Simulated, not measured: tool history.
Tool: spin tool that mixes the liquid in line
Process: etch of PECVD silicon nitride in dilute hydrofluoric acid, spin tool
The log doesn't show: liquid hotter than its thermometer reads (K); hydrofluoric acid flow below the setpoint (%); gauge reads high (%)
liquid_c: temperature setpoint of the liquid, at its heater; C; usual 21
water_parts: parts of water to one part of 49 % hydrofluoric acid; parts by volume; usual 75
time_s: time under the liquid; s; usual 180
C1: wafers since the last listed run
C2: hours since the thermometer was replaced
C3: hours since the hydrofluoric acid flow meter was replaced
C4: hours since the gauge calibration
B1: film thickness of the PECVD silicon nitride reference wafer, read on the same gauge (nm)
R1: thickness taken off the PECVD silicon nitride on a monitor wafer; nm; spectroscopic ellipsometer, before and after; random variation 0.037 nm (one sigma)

Run 1, hour 0: usual settings; C1 0; C2 1354.2; C3 676.1; C4 1337.1; B1 40.013. Result: R1 3.384 nm.
Run 2, hour 38.9: usual settings; C1 293; C2 1393.1; C3 715; C4 1376; B1 39.969. Result: R1 3.399 nm.
Run 3, hour 145.9: usual settings; C1 808; C2 1500.1; C3 822; C4 1483; B1 39.992. Result: R1 3.35 nm.
Run 4, hour 209.1: usual settings; C1 477; C2 1563.3; C3 885.2; C4 1546.2; B1 39.995. Result: R1 3.393 nm.
At hour 308: hydrofluoric acid flow meter replaced.
Run 5, hour 313: usual settings; C1 777; C2 1667.2; C3 5; C4 1650.1; B1 40.005. Result: R1 3.589 nm.
Run 6, hour 420.2: usual settings but time_s 105 s; C1 809; C2 1774.4; C3 112.2; C4 1757.3; B1 39.991. Result: R1 2.1 nm.
Run 7, hour 494.7: usual settings but time_s 105 s; C1 562; C2 1848.9; C3 186.7; C4 1831.8; B1 40.004. Result: R1 2.021 nm.
Run 8, hour 576.6: usual settings but liquid_c 22.5 C; C1 618; C2 1930.8; C3 268.6; C4 1913.7; B1 39.991. Result: R1 3.894 nm.
At hour 700: thermometer replaced.
Run 9, hour 717.2: usual settings but liquid_c 22.5 C; C1 1054; C2 17.2; C3 409.2; C4 2054.3; B1 40.007. Result: R1 3.315 nm.
At hour 797.4: gauge calibrated.
Run 10, hour 807.6: usual settings but liquid_c 22.5 C; C1 682; C2 107.6; C3 499.6; C4 10.2; B1 40.005. Result: R1 3.428 nm.
Run 11, hour 884: usual settings; C1 577; C2 184; C3 576; C4 86.6; B1 40.009. Result: R1 3.088 nm.
Run 12, hour 968.4: usual settings; C1 637; C2 268.4; C3 660.4; C4 171; B1 39.985. Result: R1 3.125 nm.
Run 13, hour 1145.6: usual settings; C1 1338; C2 445.6; C3 837.6; C4 348.2; B1 39.988. Result: R1 3.089 nm.
Run 14, hour 1211.8: usual settings; C1 499; C2 511.8; C3 903.8; C4 414.4; B1 39.988. Result: R1 3.043 nm.
Run 15, hour 1278.8: usual settings but liquid_c 24.5 C, water_parts 35 parts by volume; C1 506; C2 578.8; C3 970.8; C4 481.4; B1 40.008. Result: R1 8.468 nm.
At hour 1347.6: hydrofluoric acid flow meter replaced.
Run 16, hour 1367.3: usual settings but time_s 105 s; C1 660; C2 667.3; C3 19.7; C4 569.9; B1 39.984. Result: R1 1.958 nm.
Run 17, hour 1445.3: usual settings but water_parts 50 parts by volume; C1 589; C2 745.3; C3 97.7; C4 647.9; B1 39.984. Result: R1 4.951 nm.
Run 18, hour 1501.9: usual settings but liquid_c 22.5 C, water_parts 55 parts by volume, time_s 85 s; C1 427; C2 801.9; C3 154.3; C4 704.5; B1 40.001. Result: R1 2.336 nm.
Run 19, hour 1578.3: usual settings but liquid_c 23 C, water_parts 105 parts by volume, time_s 245 s; C1 577; C2 878.3; C3 230.7; C4 780.9; B1 40.008. Result: R1 3.735 nm.
Run 20, hour 1840.4: usual settings; C1 1979; C2 1140.4; C3 492.8; C4 1043; B1 40.016. Result: R1 3.309 nm.
Run 21, hour 1916.6: usual settings but liquid_c 19.5 C, water_parts 85 parts by volume, time_s 140 s; C1 575; C2 1216.6; C3 569; C4 1119.2; B1 39.975. Result: R1 2.089 nm.
Run 22, hour 2022: usual settings but time_s 145 s; C1 796; C2 1322; C3 674.4; C4 1224.6; B1 39.998. Result: R1 2.719 nm.
Run 23, hour 2114.9: usual settings but liquid_c 18 C, water_parts 40 parts by volume, time_s 260 s; C1 701; C2 1414.9; C3 767.3; C4 1317.5; B1 40.012. Result: R1 7.237 nm.

Forecast each of these 4 alternatives for the next run:
Run A, hour 2115.4: usual settings but liquid_c 25 C; C1 3; C2 1415.4; C3 767.8; C4 1318; B1 ?. Result: R1 ?.
Run B, hour 2115.4: usual settings but liquid_c 25 C, time_s 280 s; C1 3; C2 1415.4; C3 767.8; C4 1318; B1 ?. Result: R1 ?.
Run C, hour 2115.4: usual settings but liquid_c 25 C, water_parts 95 parts by volume, time_s 85 s; C1 3; C2 1415.4; C3 767.8; C4 1318; B1 ?. Result: R1 ?.
Run D, hour 2115.4: usual settings but liquid_c 25.5 C, water_parts 65 parts by volume, time_s 285 s; C1 3; C2 1415.4; C3 767.8; C4 1318; B1 ?. Result: R1 ?.

run      B1     R1
  A  39.994   4.26
  B  39.994  6.627
  C  39.994  1.591
  D  39.994  8.031
Without the tool's hidden state the same runs would have given:
run     R1
  A  4.073
  B  6.337
  C  1.523
  D  7.677
